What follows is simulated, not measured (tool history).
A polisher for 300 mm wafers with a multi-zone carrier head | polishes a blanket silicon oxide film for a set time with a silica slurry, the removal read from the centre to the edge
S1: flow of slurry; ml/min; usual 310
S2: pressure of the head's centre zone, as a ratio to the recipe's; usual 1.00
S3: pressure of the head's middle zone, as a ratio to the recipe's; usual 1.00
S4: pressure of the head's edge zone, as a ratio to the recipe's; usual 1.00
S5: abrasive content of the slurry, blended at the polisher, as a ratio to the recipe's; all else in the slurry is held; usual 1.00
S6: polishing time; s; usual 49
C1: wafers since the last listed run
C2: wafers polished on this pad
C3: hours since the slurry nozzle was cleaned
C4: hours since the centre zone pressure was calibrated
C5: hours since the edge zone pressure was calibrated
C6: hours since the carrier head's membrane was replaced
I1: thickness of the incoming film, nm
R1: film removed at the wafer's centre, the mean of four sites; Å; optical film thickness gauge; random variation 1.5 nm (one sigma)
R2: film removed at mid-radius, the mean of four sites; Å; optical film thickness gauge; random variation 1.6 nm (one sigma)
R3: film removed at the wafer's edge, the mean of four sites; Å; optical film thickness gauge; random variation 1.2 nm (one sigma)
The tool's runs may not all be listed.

| run | hour | S1 | S2 | S3 | S4 | S5 | S6 | C1 | C2 | C3 | C4 | C5 | C6 | I1 | R1 | R2 | R3 |
|---|---|---|---|---|---|---|---|---|---|---|---|---|---|---|---|---|---|
| 1 | 0.0 | 310 | 1.00 | 1.00 | 1.00 | 1.00 | 49 | 0 | 2039 | 146.1 | 289.5 | 886.5 | 1387.6 | 1807.8 | 1422 | 1430 | 1351 |
| 2 | 27.3 | 370 | 1.00 | 1.00 | 1.00 | 1.00 | 57 | 236 | 2276 | 173.4 | 316.8 | 913.8 | 1414.9 | 1755.2 | 1706 | 1699 | 1609 |
|  | 40.7 | worn pad replaced by a new one |
| 3 | 49.8 | 310 | 1.00 | 1.00 | 1.00 | 1.00 | 49 | 160 | 79 | 195.9 | 339.3 | 936.3 | 1437.4 | 1784.7 | 1433 | 1401 | 1357 |
| 4 | 63.9 | 240 | 1.00 | 1.00 | 0.96 | 1.00 | 49 | 122 | 201 | 210.0 | 353.4 | 950.4 | 1451.5 | 1807.5 | 1334 | 1365 | 1316 |
|  | 72.1 | edge zone pressure recalibrated |
| 5 | 97.5 | 310 | 1.00 | 1.00 | 1.00 | 1.00 | 49 | 274 | 475 | 243.6 | 387.0 | 25.4 | 1485.1 | 1788.1 | 1437 | 1434 | 1360 |
| 6 | 119.1 | 310 | 1.00 | 1.00 | 1.00 | 1.00 | 49 | 187 | 663 | 265.2 | 408.6 | 47.0 | 1506.7 | 1745.8 | 1401 | 1407 | 1366 |
| 7 | 146.6 | 310 | 1.00 | 1.00 | 1.00 | 1.00 | 49 | 238 | 902 | 292.7 | 436.1 | 74.5 | 1534.2 | 1772.0 | 1399 | 1417 | 1352 |
| 8 | 168.3 | 310 | 1.05 | 1.00 | 1.00 | 1.00 | 49 | 188 | 1090 | 314.4 | 457.8 | 96.2 | 1555.9 | 1763.5 | 1464 | 1394 | 1342 |
| 9 | 187.0 | 310 | 1.00 | 1.00 | 1.00 | 1.00 | 49 | 162 | 1252 | 333.1 | 476.5 | 114.9 | 1574.6 | 1786.2 | 1397 | 1417 | 1363 |
| 10 | 203.5 | 310 | 1.00 | 1.00 | 1.00 | 1.00 | 49 | 143 | 1395 | 349.6 | 493.0 | 131.4 | 1591.1 | 1779.6 | 1399 | 1413 | 1346 |
| 11 | 236.6 | 310 | 1.00 | 1.00 | 1.00 | 1.00 | 49 | 287 | 1683 | 382.7 | 526.1 | 164.5 | 1624.2 | 1762.9 | 1383 | 1441 | 1337 |
| 12 | 255.8 | 230 | 1.00 | 1.00 | 1.00 | 1.00 | 57 | 166 | 1849 | 401.9 | 545.3 | 183.7 | 1643.4 | 1759.5 | 1543 | 1570 | 1500 |
|  | 268.6 | slurry nozzle cleaned |
|  | 271.7 | carrier head's membrane replaced by a new one |
|  | 299.4 | worn pad replaced by a new one |
| 13 | 299.9 | 310 | 1.00 | 1.06 | 0.95 | 1.00 | 59 | 312 | 4 | 31.3 | 589.4 | 227.8 | 28.2 | 1782.4 | 1779 | 1832 | 1614 |
| 14 | 312.1 | 210 | 1.11 | 1.00 | 1.07 | 1.20 | 49 | 105 | 110 | 43.5 | 601.6 | 240.0 | 40.4 | 1769.8 | 1651 | 1499 | 1477 |
| 15 | 340.0 | 310 | 1.00 | 1.00 | 0.96 | 1.00 | 49 | 242 | 352 | 71.4 | 629.5 | 267.9 | 68.3 | 1749.2 | 1440 | 1464 | 1345 |
| 16 | 372.9 | 360 | 1.00 | 1.07 | 0.89 | 1.15 | 49 | 285 | 638 | 104.3 | 662.4 | 300.8 | 101.2 | 1749.7 | 1543 | 1636 | 1362 |
| 17 | 403.9 | 310 | 1.00 | 1.00 | 1.00 | 1.00 | 66 | 269 | 907 | 135.3 | 693.4 | 331.8 | 132.2 | 1784.7 | 1903 | 1915 | 1833 |
| 18 | 419.5 | 310 | 1.00 | 1.06 | 1.00 | 0.90 | 62 | 135 | 1042 | 150.9 | 709.0 | 347.4 | 147.8 | 1775.6 | 1730 | 1801 | 1626 |
| 19 | 445.0 | 310 | 1.00 | 1.00 | 1.00 | 1.00 | 49 | 221 | 1263 | 176.4 | 734.5 | 372.9 | 173.3 | 1772.6 | 1413 | 1427 | 1345 |
| 20 | 460.1 | 260 | 1.07 | 1.00 | 1.00 | 1.00 | 49 | 131 | 1395 | 191.5 | 749.6 | 388.0 | 188.4 | 1778.4 | 1476 | 1380 | 1350 |
| 21 | 475.8 | 310 | 1.00 | 1.00 | 1.00 | 1.00 | 37 | 136 | 1531 | 207.2 | 765.3 | 403.7 | 204.1 | 1815.9 | 1055 | 1073 | 1037 |
|  | 522.6 | worn pad replaced by a new one |
| 22 | 523.1 | 310 | 1.00 | 1.00 | 1.00 | 1.00 | 49 | 375 | 4 | 254.5 | 812.6 | 451.0 | 251.4 | 1787.7 | 1393 | 1392 | 1354 |

3 ways to go on from here, each from the tool as it stands after run 22. What would each give?
| A | 523.5 | 310 | 1.00 | 1.00 | 1.00 | 0.85 | 49 | 3 | 7 | 254.9 | 813.0 | 451.4 | 251.8 | 1784.4 | ? | ? | ? |
| B | 523.5 | 395 | 1.00 | 1.10 | 1.00 | 1.00 | 49 | 3 | 7 | 254.9 | 813.0 | 451.4 | 251.8 | 1784.4 | ? | ? | ? |
| C | 523.5 | 410 | 1.00 | 1.05 | 1.00 | 1.15 | 49 | 3 | 7 | 254.9 | 813.0 | 451.4 | 251.8 | 1784.4 | ? | ? | ? |

| run | R1 | R2 | R3 |
|---|---|---|---|
| A | 1315 | 1313 | 1271 |
| B | 1448 | 1559 | 1382 |
| C | 1531 | 1585 | 1460 |
Without the tool's hidden state the same runs would have given:
| run | R1 | R2 | R3 |
|---|---|---|---|
| A | 1399 | 1389 | 1326 |
| B | 1522 | 1631 | 1430 |
| C | 1606 | 1656 | 1510 |
